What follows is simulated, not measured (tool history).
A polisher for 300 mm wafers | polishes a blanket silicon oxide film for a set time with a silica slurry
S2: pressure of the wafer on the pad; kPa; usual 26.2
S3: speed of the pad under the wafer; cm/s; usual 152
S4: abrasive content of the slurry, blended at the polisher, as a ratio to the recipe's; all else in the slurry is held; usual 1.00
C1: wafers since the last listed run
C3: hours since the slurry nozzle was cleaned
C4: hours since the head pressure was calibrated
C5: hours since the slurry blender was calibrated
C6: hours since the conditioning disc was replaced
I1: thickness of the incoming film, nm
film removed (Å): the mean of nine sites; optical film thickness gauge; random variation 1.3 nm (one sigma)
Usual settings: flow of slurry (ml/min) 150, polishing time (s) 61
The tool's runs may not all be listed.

Run 1, day 0.000: usual settings; C1 0; wafers polished on this pad 1570; C3 59.5; C4 357.3; C5 54.1; C6 104.2; I1 1752.2. Result: film removed (Å) 1988.
At day 0.796: worn pad replaced by a new one.
Run 2, day 1.471: usual settings; C1 258; wafers polished on this pad 133; C3 94.8; C4 392.6; C5 89.4; C6 139.5; I1 1726.8. Result: film removed (Å) 2156.
Run 3, day 2.846: usual settings; C1 272; wafers polished on this pad 405; C3 127.8; C4 425.6; C5 122.4; C6 172.5; I1 1771.2. Result: film removed (Å) 2125.
Run 4, day 3.783: usual settings but S2 31.0 kPa, S3 128 cm/s; C1 185; wafers polished on this pad 591; C3 150.3; C4 448.1; C5 144.9; C6 195.0; I1 1738.5. Result: film removed (Å) 2111.
Run 5, day 5.696: usual settings but S2 31.0 kPa, S3 128 cm/s; C1 378; wafers polished on this pad 970; C3 196.2; C4 494.0; C5 190.8; C6 240.9; I1 1756.4. Result: film removed (Å) 2080.
Run 6, day 6.288: usual settings but S2 31.0 kPa, S3 128 cm/s; C1 117; wafers polished on this pad 1087; C3 210.4; C4 508.2; C5 205.0; C6 255.1; I1 1773.4. Result: film removed (Å) 2064.
Run 7, day 7.229: usual settings; C1 186; wafers polished on this pad 1274; C3 233.0; C4 530.8; C5 227.6; C6 277.7; I1 1737.9. Result: film removed (Å) 2051.
At day 8.317: worn pad replaced by a new one.
Run 8, day 8.533: usual settings; C1 225; wafers polished on this pad 43; C3 264.3; C4 562.1; C5 258.9; C6 309.0; I1 1746.1. Result: film removed (Å) 2192.
Run 9, day 9.317: usual settings but flow of slurry (ml/min) 190, polishing time (s) 49; C1 155; wafers polished on this pad 198; C3 283.1; C4 580.9; C5 277.7; C6 327.8; I1 1762.2. Result: film removed (Å) 1752.
At day 9.700: slurry nozzle cleaned.
At day 9.917: conditioning disc replaced and pad reconditioned.
At day 12.479: slurry blender recalibrated.
At day 12.975: head pressure recalibrated.
Run 10, day 13.342: usual settings but S3 186 cm/s; C1 739; wafers polished on this pad 937; C3 87.4; C4 8.8; C5 20.7; C6 82.2; I1 1743.5. Result: film removed (Å) 2442.
At day 15.938: worn pad replaced by a new one.
Run 11, day 15.958: usual settings but S3 184 cm/s; C1 485; wafers polished on this pad 4; C3 150.2; C4 71.6; C5 83.5; C6 145.0; I1 1747.3. Result: film removed (Å) 2536.
Run 12, day 16.350: usual settings but S2 32.4 kPa, S4 1.25, polishing time (s) 69; C1 77; wafers polished on this pad 81; C3 159.6; C4 81.0; C5 92.9; C6 154.4; I1 1751.2. Result: film removed (Å) 3139.
Run 13, day 17.504: usual settings but flow of slurry (ml/min) 110; C1 228; wafers polished on this pad 310; C3 187.3; C4 108.7; C5 120.6; C6 182.1; I1 1761.6. Result: film removed (Å) 2048.
Run 14, day 18.521: usual settings but polishing time (s) 51; C1 201; wafers polished on this pad 511; C3 211.7; C4 133.1; C5 145.0; C6 206.5; I1 1745.1. Result: film removed (Å) 1780.
Run 15, day 19.108: usual settings but flow of slurry (ml/min) 185, S4 0.80, polishing time (s) 72; C1 116; wafers polished on this pad 627; C3 225.8; C4 147.2; C5 159.1; C6 220.6; I1 1744.4. Result: film removed (Å) 2341.
Run 16, day 20.308: usual settings but flow of slurry (ml/min) 195; C1 237; wafers polished on this pad 865; C3 254.6; C4 176.0; C5 187.9; C6 249.4; I1 1775.4. Result: film removed (Å) 2114.
Run 17, day 21.333: usual settings but flow of slurry (ml/min) 105; C1 203; wafers polished on this pad 1068; C3 279.2; C4 200.6; C5 212.5; C6 274.0; I1 1745.4. Result: film removed (Å) 1980.
At day 22.421: slurry nozzle cleaned.
Run 18, day 22.488: usual settings; C1 220; wafers polished on this pad 1288; C3 1.6; C4 228.3; C5 240.2; C6 301.7; I1 1774.2. Result: film removed (Å) 2036.
At day 22.704: worn pad replaced by a new one.
At day 25.554: slurry blender recalibrated.
At day 26.700: conditioning disc replaced and pad reconditioned.
Run 19, day 26.983: usual settings but flow of slurry (ml/min) 180, S2 23.4 kPa, S4 0.90, polishing time (s) 66; C1 824; wafers polished on this pad 814; C3 109.5; C4 336.2; C5 34.3; C6 6.8; I1 1755.3. Result: film removed (Å) 2018.
Run 20, day 27.642: usual settings; C1 130; wafers polished on this pad 945; C3 125.3; C4 352.0; C5 50.1; C6 22.6; I1 1769.0. Result: film removed (Å) 2050.
Run 21, day 28.367: usual settings but flow of slurry (ml/min) 105; C1 143; wafers polished on this pad 1088; C3 142.7; C4 369.4; C5 67.5; C6 40.0; I1 1726.2. Result: film removed (Å) 1935.
Run 22, day 29.292: usual settings but flow of slurry (ml/min) 105; C1 183; wafers polished on this pad 1271; C3 164.9; C4 391.6; C5 89.7; C6 62.2; I1 1749.3. Result: film removed (Å) 1943.
At day 29.804: worn pad replaced by a new one.
Run 23, day 30.754: usual settings but flow of slurry (ml/min) 190, S4 0.80, polishing time (s) 78; C1 256; wafers polished on this pad 188; C3 200.0; C4 426.7; C5 124.8; C6 97.3; I1 1740.9. Result: film removed (Å) 2603.
Run 24, day 31.462: usual settings but S2 17.2 kPa, S3 104 cm/s, polishing time (s) 54; C1 140; wafers polished on this pad 328; C3 217.0; C4 443.7; C5 141.8; C6 114.3; I1 1738.0. Result: film removed (Å) 1012.

Hidden state at the last listed run before each entry between runs and at the first one after, where it differs:
Between runs 1 and 2: worn pad replaced by a new one (day 0.796)
  removal rate lost through wear of the pad, %: 7.68 -> 0.657
  measured less the result without the state, film removed (Å): -165 -> -14
Between runs 7 and 8: worn pad replaced by a new one (day 8.317)
  removal rate lost through wear of the pad, %: 5.89 -> 0.506
  measured less the result without the state, film removed (Å): -128 -> -11
Between runs 9 and 10: slurry nozzle cleaned (day 9.700); conditioning disc replaced and pad reconditioned (day 9.917); slurry blender recalibrated (day 12.479); head pressure recalibrated (day 12.975)
  removal rate lost through wear of the pad, %: 1.22 -> 4.87
  measured less the result without the state, film removed (Å): -22 -> -125
Between runs 10 and 11: worn pad replaced by a new one (day 15.938)
  removal rate lost through wear of the pad, %: 4.87 -> 0.558
  measured less the result without the state, film removed (Å): -125 -> -14
Between runs 17 and 18: slurry nozzle cleaned (day 22.421)
  removal rate lost through wear of the pad, %: 5.44 -> 6.49
  measured less the result without the state, film removed (Å): -114 -> -142
Between runs 18 and 19: worn pad replaced by a new one (day 22.704); slurry blender recalibrated (day 25.554); conditioning disc replaced and pad reconditioned (day 26.700)
  removal rate lost through wear of the pad, %: 6.49 -> 4.99
  measured less the result without the state, film removed (Å): -142 -> -106
Between runs 22 and 23: worn pad replaced by a new one (day 29.804)
  removal rate lost through wear of the pad, %: 7.08 -> 1.07
  measured less the result without the state, film removed (Å): -148 -> -28

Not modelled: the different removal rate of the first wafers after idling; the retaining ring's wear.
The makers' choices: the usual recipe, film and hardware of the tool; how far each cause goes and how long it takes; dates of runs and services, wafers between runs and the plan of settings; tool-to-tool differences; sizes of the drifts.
